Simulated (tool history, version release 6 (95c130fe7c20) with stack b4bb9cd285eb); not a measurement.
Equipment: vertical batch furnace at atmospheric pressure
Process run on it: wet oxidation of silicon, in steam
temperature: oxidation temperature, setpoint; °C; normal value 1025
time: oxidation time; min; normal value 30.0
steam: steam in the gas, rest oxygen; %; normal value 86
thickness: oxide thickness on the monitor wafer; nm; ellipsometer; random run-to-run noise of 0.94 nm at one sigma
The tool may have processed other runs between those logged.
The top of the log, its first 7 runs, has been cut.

| run | day | temperature | time | steam | read-back reference wafer on the same gauge, thickness | thickness |
|---|---|---|---|---|---|---|
| 8 | 17.771 | 1025 | 30.0 | 86 | 307.80 | 350.66 |
| 9 | 20.942 | 1025 | 18.0 | 86 | 307.73 | 253.97 |
| 10 | 23.158 | 1025 | 18.0 | 86 | 308.40 | 252.82 |
| 11 | 26.004 | 1025 | 18.0 | 86 | 307.77 | 253.11 |
| 12 | 27.975 | 1025 | 30.0 | 86 | 308.15 | 351.85 |
|  | 32.212 | steam generator serviced |
| 13 | 32.362 | 1037 | 30.0 | 86 | 308.12 | 373.16 |
| 14 | 36.392 | 1037 | 30.0 | 86 | 307.39 | 373.07 |
| 15 | 40.017 | 1025 | 30.0 | 86 | 308.21 | 350.91 |
| 16 | 44.133 | 1025 | 30.0 | 86 | 307.75 | 350.26 |
| 17 | 48.567 | 1025 | 19.0 | 86 | 308.22 | 263.19 |
|  | 51.100 | thermocouples replaced and temperature profile calibrated |
|  | 51.971 | gauge calibrated |
| 18 | 52.054 | 1046 | 30.0 | 86 | 308.38 | 398.32 |
| 19 | 54.679 | 1010 | 17.5 | 82 | 307.98 | 224.08 |
| 20 | 57.454 | 1038 | 24.5 | 79 | 308.35 | 321.50 |
| 21 | 59.025 | 1025 | 30.0 | 86 | 307.89 | 359.97 |
| 22 | 62.671 | 1047 | 38.5 | 86 | 308.14 | 466.55 |
| 23 | 64.808 | 1008 | 30.0 | 86 | 308.20 | 325.32 |
| 24 | 66.371 | 1025 | 23.0 | 75 | 307.66 | 279.23 |
| 25 | 68.296 | 1038 | 40.0 | 79 | 308.10 | 432.60 |
|  | 70.708 | thermocouples replaced and temperature profile calibrated, repeated, since the last time left the tool worse |
| 26 | 71.846 | 1025 | 30.0 | 96 | 307.84 | 371.45 |
| 27 | 75.958 | 1025 | 30.0 | 86 | 307.91 | 346.68 |
| 28 | 78.921 | 1025 | 30.0 | 86 | 307.97 | 345.52 |
|  | 80.817 | steam generator serviced |
| 29 | 82.338 | 1025 | 30.0 | 86 | 308.38 | 347.38 |
| 30 | 85.392 | 1025 | 22.0 | 86 | 308.12 | 284.39 |
| 31 | 87.342 | 1041 | 17.5 | 76 | 308.10 | 249.89 |
| 32 | 89.371 | 1025 | 30.0 | 86 | 307.86 | 346.57 |

3 options for the next run, each taken on its own from the tool as it stands now. Forecast them:
| A | 89.588 | 1025 | 30.0 | 86 | ? | ? |
| B | 89.588 | 1025 | 39.0 | 86 | ? | ? |
| C | 89.588 | 1011 | 30.0 | 86 | ? | ? |

| run | read-back reference wafer on the same gauge, thickness | thickness |
|---|---|---|
| A | 307.94 | 346.52 |
| B | 307.94 | 407.48 |
| C | 307.94 | 318.63 |
Stripped of hidden state, with their random variation kept, the same runs would have yielded:
| run | thickness |
|---|---|
| A | 345.69 |
| B | 406.56 |
| C | 317.79 |

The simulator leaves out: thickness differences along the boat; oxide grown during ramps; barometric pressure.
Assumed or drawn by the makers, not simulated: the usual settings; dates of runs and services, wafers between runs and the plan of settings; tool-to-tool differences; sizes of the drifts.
